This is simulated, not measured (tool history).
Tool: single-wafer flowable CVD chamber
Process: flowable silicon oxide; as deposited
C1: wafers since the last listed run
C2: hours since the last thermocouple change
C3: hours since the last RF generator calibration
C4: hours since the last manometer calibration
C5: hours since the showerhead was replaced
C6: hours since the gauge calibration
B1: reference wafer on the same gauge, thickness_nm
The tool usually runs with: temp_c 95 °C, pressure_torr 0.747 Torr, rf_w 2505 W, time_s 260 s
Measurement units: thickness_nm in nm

Run 1, day 0: usual settings but pressure_torr 0.81 Torr, time_s 229 s; C1 0; C2 1970.1; C3 1066.3; C4 275.6; C5 2055.7; C6 293; B1 165.83. Result: thickness_nm 146.433 nm.
Run 2, day 2.958: usual settings; C1 511; C2 2041.1; C3 1137.3; C4 346.6; C5 2126.7; C6 364; B1 165.836. Result: thickness_nm 154.656 nm.
Run 3, day 5.35: usual settings; C1 413; C2 2098.5; C3 1194.7; C4 404; C5 2184.1; C6 421.4; B1 165.548. Result: thickness_nm 153.819 nm.
Run 4, day 8.475: usual settings but rf_w 2310 W, time_s 284 s; C1 540; C2 2173.5; C3 1269.7; C4 479; C5 2259.1; C6 496.4; B1 165.685. Result: thickness_nm 164.644 nm.
At day 10.908: thermocouple changed; heater temperature recalibrated.
Run 5, day 10.929: usual settings but rf_w 2310 W, time_s 284 s; C1 366; C2 0.5; C3 1328.6; C4 537.9; C5 2318; C6 555.3; B1 166.174. Result: thickness_nm 164.145 nm.
Run 6, day 12.479: usual settings; C1 267; C2 37.7; C3 1365.8; C4 575.1; C5 2355.2; C6 592.5; B1 166.259. Result: thickness_nm 152.845 nm.
Run 7, day 14.733: usual settings; C1 389; C2 91.8; C3 1419.9; C4 629.2; C5 2409.3; C6 646.6; B1 166.141. Result: thickness_nm 151.416 nm.
Run 8, day 16.917: usual settings; C1 377; C2 144.2; C3 1472.3; C4 681.6; C5 2461.7; C6 699; B1 165.834. Result: thickness_nm 151.522 nm.
Run 9, day 19.021: usual settings but time_s 277 s; C1 363; C2 194.7; C3 1522.8; C4 732.1; C5 2512.2; C6 749.5; B1 166.389. Result: thickness_nm 160.805 nm.
Run 10, day 23.496: usual settings but pressure_torr 0.831 Torr; C1 773; C2 302.1; C3 1630.2; C4 839.5; C5 2619.6; C6 856.9; B1 166.168. Result: thickness_nm 165.955 nm.
Run 11, day 26.854: usual settings; C1 580; C2 382.7; C3 1710.8; C4 920.1; C5 2700.2; C6 937.5; B1 166.013. Result: thickness_nm 148.201 nm.
Run 12, day 30.875: usual settings but pressure_torr 0.805 Torr; C1 695; C2 479.2; C3 1807.3; C4 1016.6; C5 2796.7; C6 1034; B1 166.283. Result: thickness_nm 160.007 nm.
Run 13, day 33.929: usual settings; C1 527; C2 552.5; C3 1880.6; C4 1089.9; C5 2870; C6 1107.3; B1 166.001. Result: thickness_nm 147.233 nm.
At day 35.162: capacitance manometer re-zeroed and calibrated.
Run 14, day 38.158: usual settings but rf_w 2280 W, time_s 241 s; C1 673; C2 654; C3 1982.1; C4 71.9; C5 2971.5; C6 1208.8; B1 166.153. Result: thickness_nm 138.568 nm.
Run 15, day 41.738: usual settings but temp_c 101 °C, pressure_torr 0.843 Torr, rf_w 2225 W, time_s 285 s; C1 618; C2 739.9; C3 2068; C4 157.8; C5 3057.4; C6 1294.7; B1 165.416. Result: thickness_nm 151.542 nm.
At day 42.412: RF generator calibrated.
Run 16, day 45.592: usual settings but pressure_torr 0.699 Torr; C1 608; C2 832.4; C3 76.3; C4 250.3; C5 3149.9; C6 1387.2; B1 166.02. Result: thickness_nm 142.845 nm.
Run 17, day 48.692: usual settings but pressure_torr 0.868 Torr, rf_w 2175 W, time_s 233 s; C1 535; C2 906.8; C3 150.7; C4 324.7; C5 3224.3; C6 1461.6; B1 165.806. Result: thickness_nm 152.021 nm.
Run 18, day 51.588: usual settings but time_s 283 s; C1 500; C2 976.3; C3 220.2; C4 394.2; C5 3293.8; C6 1531.1; B1 166.085. Result: thickness_nm 164.318 nm.
Run 19, day 53.792: usual settings but temp_c 86 °C, pressure_torr 0.862 Torr; C1 380; C2 1029.2; C3 273.1; C4 447.1; C5 3346.7; C6 1584; B1 166.14. Result: thickness_nm 234.803 nm.
At day 56.35: showerhead replaced.
Run 20, day 56.642: usual settings but temp_c 99 °C, rf_w 2930 W; C1 435; C2 1097.6; C3 341.5; C4 515.5; C5 7; C6 1652.4; B1 165.816. Result: thickness_nm 136.345 nm.
Run 21, day 60.625: usual settings; C1 688; C2 1193.2; C3 437.1; C4 611.1; C5 102.6; C6 1748; B1 165.691. Result: thickness_nm 149.47 nm.
Run 22, day 62.512: usual settings but temp_c 80 °C, rf_w 2995 W, time_s 310 s; C1 326; C2 1238.5; C3 482.4; C4 656.4; C5 147.9; C6 1793.3; B1 165.85. Result: thickness_nm 293.404 nm.
Run 23, day 66.317: usual settings but rf_w 2310 W, time_s 284 s; C1 657; C2 1329.8; C3 573.7; C4 747.7; C5 239.2; C6 1884.6; B1 165.988. Result: thickness_nm 159.73 nm.
At day 69.304: gauge calibrated.
Run 24, day 70.475: usual settings but pressure_torr 0.929 Torr, rf_w 2335 W; C1 718; C2 1429.6; C3 673.5; C4 847.5; C5 339; C6 28.1; B1 165.992. Result: thickness_nm 182.973 nm.
Run 25, day 73.354: usual settings; C1 497; C2 1498.7; C3 742.6; C4 916.6; C5 408.1; C6 97.2; B1 165.871. Result: thickness_nm 148.769 nm.
At day 74.812: capacitance manometer re-zeroed and calibrated.
Run 26, day 74.912: usual settings; C1 211; C2 1536.1; C3 780; C4 2.4; C5 445.5; C6 134.6; B1 165.707. Result: thickness_nm 153.649 nm.
Run 27, day 77.121: usual settings but rf_w 2120 W; C1 381; C2 1589.1; C3 833; C4 55.4; C5 498.5; C6 187.6; B1 165.91. Result: thickness_nm 145.471 nm.
Run 28, day 86.667: usual settings but temp_c 88 °C, pressure_torr 0.654 Torr, rf_w 2145 W; C1 1650; C2 1818.2; C3 1062.1; C4 284.5; C5 727.6; C6 416.7; B1 165.698. Result: thickness_nm 159.169 nm.
Run 29, day 88.7: usual settings but temp_c 108 °C; C1 351; C2 1867; C3 1110.9; C4 333.3; C5 776.4; C6 465.5; B1 165.962. Result: thickness_nm 98.182 nm.

Branching from run 29: 3 alternative next runs. What would each branch give?
Run A, day 88.721: usual settings but pressure_torr 0.885 Torr; C1 3; C2 1867.5; C3 1111.4; C4 333.8; C5 776.9; C6 466; B1 ?. Result: thickness_nm ?.
Run B, day 88.721: usual settings but rf_w 2375 W; C1 3; C2 1867.5; C3 1111.4; C4 333.8; C5 776.9; C6 466; B1 ?. Result: thickness_nm ?.
Run C, day 88.721: usual settings but rf_w 2915 W, time_s 232 s; C1 3; C2 1867.5; C3 1111.4; C4 333.8; C5 776.9; C6 466; B1 ?. Result: thickness_nm ?.

run       B1  thickness_nm
  A  166.021       181.781
  B  166.021       151.523
  C  166.021        139.93
Stripped of hidden state, with their random variation kept, the same runs would have yielded:
run  thickness_nm
  A       182.618
  B       152.242
  C       140.594
